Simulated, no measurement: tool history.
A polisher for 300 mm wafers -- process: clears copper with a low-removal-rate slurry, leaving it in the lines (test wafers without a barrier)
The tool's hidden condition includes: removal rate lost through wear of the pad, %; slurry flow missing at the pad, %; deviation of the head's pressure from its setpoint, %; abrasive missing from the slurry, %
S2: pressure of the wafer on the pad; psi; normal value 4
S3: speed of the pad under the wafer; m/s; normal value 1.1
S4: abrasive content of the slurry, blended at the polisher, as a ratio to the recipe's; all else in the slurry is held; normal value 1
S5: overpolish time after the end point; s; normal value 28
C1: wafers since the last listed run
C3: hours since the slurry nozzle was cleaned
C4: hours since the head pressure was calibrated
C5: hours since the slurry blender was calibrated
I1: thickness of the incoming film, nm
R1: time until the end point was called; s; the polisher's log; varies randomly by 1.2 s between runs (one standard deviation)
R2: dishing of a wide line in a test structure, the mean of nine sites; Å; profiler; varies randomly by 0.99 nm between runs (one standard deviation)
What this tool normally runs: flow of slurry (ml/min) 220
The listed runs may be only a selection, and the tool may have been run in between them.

{"run": 1, "day": 0.0, "flow of slurry (ml/min)": 220, "S2": 4, "S3": 1.1, "S4": 1, "S5": 28, "C1": 0, "wafers polished on this pad": 757, "C3": 692, "C4": 617.3, "C5": 29.9, "I1": 751.7, "R1": 151.3, "R2": 812}
{"run": 2, "day": 0.708, "flow of slurry (ml/min)": 220, "S2": 3.3, "S3": 1.1, "S4": 1, "S5": 28, "C1": 123, "wafers polished on this pad": 880, "C3": 709, "C4": 634.3, "C5": 46.9, "I1": 744.6, "R1": 183.4, "R2": 701}
{"day": 1.046, "done": "worn pad replaced by a new one"}
{"run": 3, "day": 1.408, "flow of slurry (ml/min)": 220, "S2": 3.3, "S3": 1.1, "S4": 1, "S5": 28, "C1": 92, "wafers polished on this pad": 63, "C3": 725.8, "C4": 651.1, "C5": 63.7, "I1": 757, "R1": 185.1, "R2": 703}
{"run": 4, "day": 1.983, "flow of slurry (ml/min)": 220, "S2": 3.3, "S3": 1.1, "S4": 1, "S5": 28, "C1": 100, "wafers polished on this pad": 163, "C3": 739.6, "C4": 664.9, "C5": 77.5, "I1": 754.6, "R1": 182, "R2": 703}
{"run": 5, "day": 2.608, "flow of slurry (ml/min)": 220, "S2": 4, "S3": 1.1, "S4": 1, "S5": 28, "C1": 108, "wafers polished on this pad": 272, "C3": 754.6, "C4": 679.9, "C5": 92.5, "I1": 760.7, "R1": 154, "R2": 812}
{"day": 3.133, "done": "head pressure recalibrated"}
{"run": 6, "day": 3.308, "flow of slurry (ml/min)": 220, "S2": 4, "S3": 1.1, "S4": 1, "S5": 28, "C1": 107, "wafers polished on this pad": 379, "C3": 771.4, "C4": 4.2, "C5": 109.3, "I1": 752, "R1": 153.2, "R2": 820}
{"run": 7, "day": 3.629, "flow of slurry (ml/min)": 275, "S2": 5.2, "S3": 0.72, "S4": 1.1, "S5": 28, "C1": 55, "wafers polished on this pad": 435, "C3": 779.1, "C4": 11.9, "C5": 117, "I1": 749.4, "R1": 166.8, "R2": 784}
{"run": 8, "day": 4.196, "flow of slurry (ml/min)": 220, "S2": 2.8, "S3": 0.9, "S4": 1, "S5": 28, "C1": 98, "wafers polished on this pad": 533, "C3": 792.7, "C4": 25.5, "C5": 130.6, "I1": 765.2, "R1": 265.3, "R2": 532}
{"run": 9, "day": 4.546, "flow of slurry (ml/min)": 290, "S2": 4.9, "S3": 1.3, "S4": 1, "S5": 42, "C1": 60, "wafers polished on this pad": 594, "C3": 801.1, "C4": 33.9, "C5": 139, "I1": 753.3, "R1": 101.6, "R2": 1315}
{"run": 10, "day": 4.908, "flow of slurry (ml/min)": 220, "S2": 4, "S3": 1.1, "S4": 1, "S5": 42, "C1": 63, "wafers polished on this pad": 657, "C3": 809.8, "C4": 42.6, "C5": 147.7, "I1": 750.7, "R1": 154.8, "R2": 1046}
{"run": 11, "day": 5.612, "flow of slurry (ml/min)": 220, "S2": 4.8, "S3": 1.1, "S4": 0.75, "S5": 28, "C1": 122, "wafers polished on this pad": 780, "C3": 826.7, "C4": 59.5, "C5": 164.6, "I1": 754.7, "R1": 141.9, "R2": 879}
{"run": 12, "day": 6.267, "flow of slurry (ml/min)": 220, "S2": 4, "S3": 1.1, "S4": 1, "S5": 28, "C1": 113, "wafers polished on this pad": 894, "C3": 842.4, "C4": 75.2, "C5": 180.3, "I1": 754.5, "R1": 155.7, "R2": 809}
{"day": 6.729, "done": "worn pad replaced by a new one"}
{"run": 13, "day": 6.779, "flow of slurry (ml/min)": 220, "S2": 4, "S3": 1.1, "S4": 1, "S5": 44, "C1": 60, "wafers polished on this pad": 8, "C3": 854.7, "C4": 87.5, "C5": 192.6, "I1": 750.1, "R1": 154.2, "R2": 1051}
{"run": 14, "day": 7.425, "flow of slurry (ml/min)": 220, "S2": 4, "S3": 1.1, "S4": 1, "S5": 20, "C1": 112, "wafers polished on this pad": 121, "C3": 870.2, "C4": 103, "C5": 208.1, "I1": 754.2, "R1": 154.1, "R2": 639}
{"run": 15, "day": 8.171, "flow of slurry (ml/min)": 220, "S2": 4, "S3": 0.92, "S4": 1, "S5": 28, "C1": 129, "wafers polished on this pad": 250, "C3": 888.1, "C4": 120.9, "C5": 226, "I1": 755.3, "R1": 187.8, "R2": 705}

What will run 16 give?
{"day": 8.496, "done": "slurry nozzle cleaned"}
{"run": 16, "day": 8.888, "flow of slurry (ml/min)": 220, "S2": 4, "S3": 0.74, "S4": 0.85, "S5": 28, "C1": 117, "wafers polished on this pad": 368, "C3": 9.4, "C4": 138.1, "C5": 243.2, "I1": 753.5, "R1": "?", "R2": "?"}

R1: 229.3 s
R2: 614 Å
With the hidden condition absent and the run-to-run variation left alone, this run would have shown R1 229.3 s, R2 615 Å.
